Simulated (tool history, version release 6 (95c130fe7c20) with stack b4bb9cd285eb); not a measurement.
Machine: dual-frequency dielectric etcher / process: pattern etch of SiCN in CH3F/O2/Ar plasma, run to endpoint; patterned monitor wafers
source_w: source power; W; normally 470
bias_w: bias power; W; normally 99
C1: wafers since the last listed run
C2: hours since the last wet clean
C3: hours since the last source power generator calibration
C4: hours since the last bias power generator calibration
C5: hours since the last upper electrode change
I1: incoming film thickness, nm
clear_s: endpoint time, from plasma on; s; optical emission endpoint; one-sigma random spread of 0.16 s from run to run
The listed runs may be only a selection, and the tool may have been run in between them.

Run 1, day 0: usual settings; C1 0; C2 110.3; C3 3416.5; C4 62.7; C5 4099.3; I1 8.55. Result: clear_s 17.3 s.
Run 2, day 2.704: usual settings; C1 805; C2 175.2; C3 3481.4; C4 127.6; C5 4164.2; I1 8.57. Result: clear_s 17.2 s.
Run 3, day 5.608: usual settings but bias_w 91 W; C1 864; C2 244.9; C3 3551.1; C4 197.3; C5 4233.9; I1 8.56. Result: clear_s 18.3 s.
Run 4, day 8.5: usual settings but bias_w 91 W; C1 860; C2 314.3; C3 3620.5; C4 266.7; C5 4303.3; I1 8.64. Result: clear_s 18.4 s.
Run 5, day 11.471: usual settings but source_w 370 W; C1 884; C2 385.6; C3 3691.8; C4 338; C5 4374.6; I1 8.55. Result: clear_s 19.4 s.
At day 13.804: upper electrode replaced.
Run 6, day 13.825: usual settings but source_w 380 W; C1 403; C2 442.1; C3 3748.3; C4 394.5; C5 0.5; I1 8.59. Result: clear_s 19.6 s.
Run 7, day 14.804: usual settings but source_w 380 W; C1 291; C2 465.6; C3 3771.8; C4 418; C5 24; I1 8.66. Result: clear_s 19.2 s.
At day 18.05: wet clean of the chamber.
Run 8, day 18.071: usual settings; C1 674; C2 0.5; C3 3850.2; C4 496.4; C5 102.4; I1 8.62. Result: clear_s 17.5 s.
Run 9, day 19.992: usual settings; C1 571; C2 46.6; C3 3896.3; C4 542.5; C5 148.5; I1 8.58. Result: clear_s 17.1 s.
Run 10, day 22.112: usual settings; C1 631; C2 97.5; C3 3947.2; C4 593.4; C5 199.4; I1 8.61. Result: clear_s 17.5 s.
Run 11, day 23.65: usual settings but source_w 420 W, bias_w 110 W; C1 457; C2 134.4; C3 3984.1; C4 630.3; C5 236.3; I1 8.69. Result: clear_s 17.3 s.
At day 30.017: source power generator calibrated.
Run 12, day 31.571: usual settings but source_w 420 W, bias_w 110 W; C1 2308; C2 324.5; C3 37.3; C4 820.4; C5 426.4; I1 8.65. Result: clear_s 17.4 s.
Run 13, day 32.738: usual settings but source_w 550 W, bias_w 91 W; C1 347; C2 352.5; C3 65.3; C4 848.4; C5 454.4; I1 8.67. Result: clear_s 16.9 s.
Run 14, day 35.571: usual settings but source_w 550 W, bias_w 91 W; C1 843; C2 420.5; C3 133.3; C4 916.4; C5 522.4; I1 8.63. Result: clear_s 17.1 s.
At day 38.154: wet clean of the chamber.
Run 15, day 38.175: usual settings; C1 477; C2 0.5; C3 195.8; C4 978.9; C5 584.9; I1 8.55. Result: clear_s 17.5 s.
Run 16, day 45.271: usual settings but source_w 540 W; C1 2112; C2 170.8; C3 366.1; C4 1149.2; C5 755.2; I1 8.57. Result: clear_s 16.4 s.
Run 17, day 47.179: usual settings; C1 568; C2 216.6; C3 411.9; C4 1195; C5 801; I1 8.59. Result: clear_s 17.3 s.
Run 18, day 49.804: usual settings; C1 781; C2 279.6; C3 474.9; C4 1258; C5 864; I1 8.61. Result: clear_s 17.3 s.
Run 19, day 51.125: usual settings but source_w 420 W, bias_w 77 W; C1 393; C2 311.3; C3 506.6; C4 1289.7; C5 895.7; I1 8.54. Result: clear_s 20.9 s.
Run 20, day 53.117: usual settings; C1 592; C2 359.1; C3 554.4; C4 1337.5; C5 943.5; I1 8.61. Result: clear_s 17.7 s.
Run 21, day 54.662: usual settings but source_w 370 W, bias_w 89 W; C1 460; C2 396.2; C3 591.5; C4 1374.6; C5 980.6; I1 8.57. Result: clear_s 20.3 s.
Run 22, day 56.258: usual settings but bias_w 118 W; C1 475; C2 434.5; C3 629.8; C4 1412.9; C5 1018.9; I1 8.48. Result: clear_s 15.6 s.
Run 23, day 58.558: usual settings but source_w 410 W, bias_w 84 W; C1 684; C2 489.7; C3 685; C4 1468.1; C5 1074.1; I1 8.66. Result: clear_s 20.1 s.
At day 61.696: wet clean of the chamber.
Run 24, day 61.717: usual settings but source_w 440 W, bias_w 111 W; C1 642; C2 0.5; C3 760.8; C4 1543.9; C5 1149.9; I1 8.66. Result: clear_s 17.4 s.
At day 62.708: bias power generator calibrated.
Run 25, day 63.483: usual settings; C1 476; C2 42.9; C3 803.2; C4 18.6; C5 1192.3; I1 8.61. Result: clear_s 17.5 s.
Run 26, day 66.033: usual settings but source_w 540 W, bias_w 84 W; C1 759; C2 104.1; C3 864.4; C4 79.8; C5 1253.5; I1 8.57. Result: clear_s 17.3 s.
Run 27, day 67.821: usual settings but source_w 580 W, bias_w 113 W; C1 532; C2 147; C3 907.3; C4 122.7; C5 1296.4; I1 8.64. Result: clear_s 14.6 s.
Run 28, day 70.433: usual settings but source_w 360 W, bias_w 118 W; C1 777; C2 209.7; C3 970; C4 185.4; C5 1359.1; I1 8.61. Result: clear_s 18.3 s.
Run 29, day 72.404: usual settings but source_w 380 W, bias_w 110 W; C1 586; C2 257; C3 1017.3; C4 232.7; C5 1406.4; I1 8.69. Result: clear_s 18.3 s.
Run 30, day 75.242: usual settings but source_w 580 W, bias_w 84 W; C1 844; C2 325.1; C3 1085.4; C4 300.8; C5 1474.5; I1 8.58. Result: clear_s 17.2 s.
Run 31, day 77.283: usual settings; C1 607; C2 374.1; C3 1134.4; C4 349.8; C5 1523.5; I1 8.49. Result: clear_s 17.2 s.
Run 32, day 78.633: usual settings but source_w 360 W, bias_w 85 W; C1 401; C2 406.5; C3 1166.8; C4 382.2; C5 1555.9; I1 8.64. Result: clear_s 21.3 s.
Run 33, day 80.842: usual settings but source_w 400 W, bias_w 107 W; C1 657; C2 459.5; C3 1219.8; C4 435.2; C5 1608.9; I1 8.54. Result: clear_s 17.8 s.
At day 82.546: wet clean of the chamber.
Run 34, day 83.517: usual settings; C1 498; C2 23.3; C3 1284; C4 499.4; C5 1673.1; I1 8.6. Result: clear_s 17.6 s.
Run 35, day 86.338: usual settings but bias_w 90 W; C1 839; C2 91; C3 1351.7; C4 567.1; C5 1740.8; I1 8.63. Result: clear_s 18.5 s.
Run 36, day 87.554: usual settings but source_w 510 W, bias_w 124 W; C1 362; C2 120.2; C3 1380.9; C4 596.3; C5 1770; I1 8.59. Result: clear_s 15.2 s.

Consider 3 possible next runs. They are alternatives, not a sequence: every one starts from the tool as it was left by run 36. What does each give?
Run A, day 87.571: usual settings; C1 4; C2 120.6; C3 1381.3; C4 596.7; C5 1770.4; I1 8.57. Result: clear_s ?.
Run B, day 87.571: usual settings but source_w 530 W; C1 4; C2 120.6; C3 1381.3; C4 596.7; C5 1770.4; I1 8.57. Result: clear_s ?.
Run C, day 87.571: usual settings but source_w 430 W, bias_w 113 W; C1 4; C2 120.6; C3 1381.3; C4 596.7; C5 1770.4; I1 8.57. Result: clear_s ?.

run  clear_s
  A     17.3
  B     16.4
  C     16.8
Without the tool's unlogged condition, the same runs would have read:
run  clear_s
  A     17.3
  B     16.4
  C     16.8

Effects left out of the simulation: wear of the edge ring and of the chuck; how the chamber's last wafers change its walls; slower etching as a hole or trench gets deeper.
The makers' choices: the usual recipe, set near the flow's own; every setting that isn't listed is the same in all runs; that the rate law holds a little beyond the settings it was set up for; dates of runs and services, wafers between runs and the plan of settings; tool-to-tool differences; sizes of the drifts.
